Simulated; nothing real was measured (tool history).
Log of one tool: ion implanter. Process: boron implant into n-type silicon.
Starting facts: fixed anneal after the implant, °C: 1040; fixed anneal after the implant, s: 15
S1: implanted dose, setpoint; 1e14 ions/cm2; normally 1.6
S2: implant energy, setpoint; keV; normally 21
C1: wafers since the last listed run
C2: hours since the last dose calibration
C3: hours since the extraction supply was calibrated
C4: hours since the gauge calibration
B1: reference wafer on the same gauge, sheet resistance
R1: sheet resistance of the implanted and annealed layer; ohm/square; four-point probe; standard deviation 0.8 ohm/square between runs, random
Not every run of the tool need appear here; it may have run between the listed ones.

run   hour    S1    S2   C1     C2      C3     C4      B1      R1
  1      0  1.39    21    0  555.8  6116.2  182.7   600.9  616.23
  2   15.9  1.39    21  309  571.7  6132.1  198.6  601.08  618.13
  3   23.1   1.6    21  140  578.9  6139.3  205.8  600.89  553.44
  4     36   1.6    21  251  591.8  6152.2  218.7  601.27  551.94
  5   42.2   1.6    21  120    598  6158.4  224.9  601.01  551.52
  6   51.7   1.6    21  185  607.5  6167.9  234.4  601.16  552.97
  7   64.9   1.6    21  257  620.7  6181.1  247.6   600.9  552.47
  8   76.8  1.41    21  231  632.6    6193  259.5  600.98  610.06
  9   84.4  1.41    21  148  640.2  6200.6  267.1  601.09  611.71
 10   90.4   1.6    21  116  646.2  6206.6  273.1  601.21  552.77
 11   98.8   1.6    21  163  654.6    6215  281.5   600.9  552.29
 12  113.9  1.96    21  294  669.7  6230.1  296.6  601.05  470.17
 13  122.5  1.96    21  167  678.3  6238.7  305.2  600.87  470.62
 14  136.1  1.96    21  265  691.9  6252.3  318.8  600.92  469.51
     148.1  -- extraction supply calibrated
 15  149.7   1.6    21  109  705.5     1.6  332.4  600.73  553.15
 16  165.4   1.6    21  306  721.2    17.3  348.1  600.84  553.41
     175.1  -- gauge calibrated
     180.9  -- Faraday cup replaced and dose calibrated
 17  181.5   1.6    21  157    0.6    33.4    6.4  601.11  535.53
 18  193.4   1.6    21  231   12.5    45.3   18.3  601.07  536.21
 19  202.1   1.6    21  169   21.2      54     27  601.11  535.07
 20  216.6   1.6  27.5  282   35.7    68.5   41.5  600.87  515.73
 21  223.5   1.6    21  134   42.6    75.4   48.4  601.12  538.11
 22  233.7  1.25    21  198   52.8    85.6   58.6  601.02  654.54
 23    245   1.6    28  220   64.1    96.9   69.9  601.05  515.46
 24    251  1.97    26  116   70.1   102.9   75.9  600.67   443.8
 25  266.5  1.85  16.5  302   85.6   118.4   91.4  601.02  495.49
 26  276.4  1.92    15  192   95.5   128.3  101.3  601.11   484.6
 27  292.7   1.6  26.5  317  111.8   144.6  117.6  601.12  522.82
 28  304.3  1.76    26  226  123.4   156.2  129.2  601.01  485.76
 29  315.6  1.14  15.5  220  134.7   167.5  140.5  600.95  741.37
 30  327.9   1.8  26.5  239    147   179.8  152.8  601.03  478.06
 31    336  1.23  27.5  157  155.1   187.9  160.9  600.98  636.56
 32    342  1.91    27  116  161.1   193.9  166.9  601.05  454.61
 33  359.9  1.38  17.5  348    179   211.8  184.8  601.02  628.59
 34  371.8  1.28  16.5  231  190.9   223.7  196.7  601.07  674.15
 35  386.9   1.6    24  294    206   238.8  211.8   601.1  533.65
 36  397.8   1.6    21  212  216.9   249.7  222.7  600.87  544.98

Subtracting, for every run, the result it would have given without the tool's unlogged condition from the measured result gives the following. The same run-to-run variation enters both numbers; the gauge's scatter may not:
The tool's hidden condition here consists of: deviation of the true dose from the Faraday cup's reading, %; deviation of the true energy from its setpoint, %; gauge reads high (%).
run      R1
  1  +17.53
  2  +17.72
  3  +16.19
  4  +16.22
  5  +16.25
  6  +16.35
  7  +16.42
  8  +17.95
  9  +18.04
 10  +16.58
 11   +16.6
 12  +14.42
 13  +14.47
 14  +14.49
 15  +16.86
 16  +16.94
 17   -1.88
 18   -1.11
 19   -0.57
 20   +0.27
 21   +0.68
 22   +1.47
 23   +1.72
 24   +1.77
 25   +2.76
 26   +3.15
 27   +3.88
 28   +4.09
 29   +6.79
 30   +4.83
 31   +6.44
 32   +5.03
 33   +7.73
 34   +8.72
 35   +7.31
 36   +7.89
